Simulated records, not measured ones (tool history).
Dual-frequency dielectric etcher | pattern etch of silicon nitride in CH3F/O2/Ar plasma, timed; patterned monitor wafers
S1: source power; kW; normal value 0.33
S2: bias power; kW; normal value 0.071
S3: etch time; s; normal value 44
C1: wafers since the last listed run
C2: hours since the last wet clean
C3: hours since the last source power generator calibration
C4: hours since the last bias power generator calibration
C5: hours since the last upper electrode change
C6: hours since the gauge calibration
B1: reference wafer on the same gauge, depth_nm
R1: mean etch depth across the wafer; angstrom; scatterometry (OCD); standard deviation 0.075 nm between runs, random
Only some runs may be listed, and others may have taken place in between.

run	hour	S1	S2	S3	C1	C2	C3	C4	C5	C6	B1	R1
1	0	0.37	0.071	48	0	434.6	2614.5	3287.3	6300.7	142	27.8	339.9
2	24.5	0.35	0.071	44	216	459.1	2639	3311.8	6325.2	166.5	27.81	308.8
3	40.8	0.35	0.071	44	143	475.4	2655.3	3328.1	6341.5	182.8	27.8	310.3
4	57.9	0.33	0.071	44	150	492.5	2672.4	3345.2	6358.6	199.9	27.8	305.1
5	92.9	0.33	0.071	44	308	527.5	2707.4	3380.2	6393.6	234.9	27.81	306
6	110.5	0.33	0.071	53.5	155	545.1	2725	3397.8	6411.2	252.5	27.79	371.6
# hour 129.8: gauge calibrated
7	145.3	0.33	0.071	44	307	579.9	2759.8	3432.6	6446	15.5	27.77	308
8	180.6	0.33	0.071	44	311	615.2	2795.1	3467.9	6481.3	50.8	27.77	307.8
# hour 188.7: bias power generator calibrated
9	195.7	0.33	0.062	36.5	97	630.3	2810.2	7	6496.4	65.9	27.78	243.5
# hour 232.9: wet clean of the chamber
10	233.4	0.36	0.057	37	120	0.5	2847.9	44.7	6534.1	103.6	27.78	234.7
# hour 264.6: upper electrode replaced
11	265.1	0.33	0.071	44	67	32.2	2879.6	76.4	0.5	135.3	27.78	296.3
12	265.6	0.33	0.071	44	4	32.7	2880.1	76.9	1	135.8	27.83	295.3
# hour 298.4: source power generator calibrated
13	301.2	0.28	0.087	44	278	68.3	2.8	112.5	36.6	171.4	27.82	307.7
14	315.3	0.37	0.071	44	124	82.4	16.9	126.6	50.7	185.5	27.8	305.2
15	332.3	0.33	0.059	44	150	99.4	33.9	143.6	67.7	202.5	27.8	279.1
16	356.7	0.28	0.087	44	215	123.8	58.3	168	92.1	226.9	27.81	307.7
# hour 367.8: gauge calibrated
17	372.8	0.33	0.076	32	142	139.9	74.4	184.1	108.2	5	27.83	222.1
18	396.8	0.3	0.064	44	211	163.9	98.4	208.1	132.2	29	27.8	282.2

Entry by entry between the runs, the difference in hidden state between the last listed run before and the first listed run after:
Between runs 6 and 7: gauge calibrated (hour 129.8)
  etch rate over this chamber's usual, %: 3.96 -> 4.24
  difference, measured minus the result without the unlogged condition, R1: +14.1 -> +12.5 angstrom
Between runs 8 and 9: bias power generator calibrated (hour 188.7)
  etch rate over this chamber's usual, %: 4.52 -> 4.64
  difference, measured minus the result without the unlogged condition, R1: +13.3 -> +10.8 angstrom
Between runs 9 and 10: wet clean of the chamber (hour 232.9)
  etch rate over this chamber's usual, %: 4.64 -> 0.175
  difference, measured minus the result without the unlogged condition, R1: +10.8 -> +0.5 angstrom
Between runs 10 and 11: upper electrode replaced (hour 264.6)
  etch rate over this chamber's usual, %: 0.175 -> 0.427
  difference, measured minus the result without the unlogged condition, R1: +0.5 -> +1.3 angstrom
Between runs 12 and 13: source power generator calibrated (hour 298.4)
  etch rate over this chamber's usual, %: 0.431 -> 0.714
  difference, measured minus the result without the unlogged condition, R1: +1.3 -> +2.2 angstrom
Between runs 16 and 17: gauge calibrated (hour 367.8)
  etch rate over this chamber's usual, %: 1.16 -> 1.28
  difference, measured minus the result without the unlogged condition, R1: +3.5 -> +2.8 angstrom
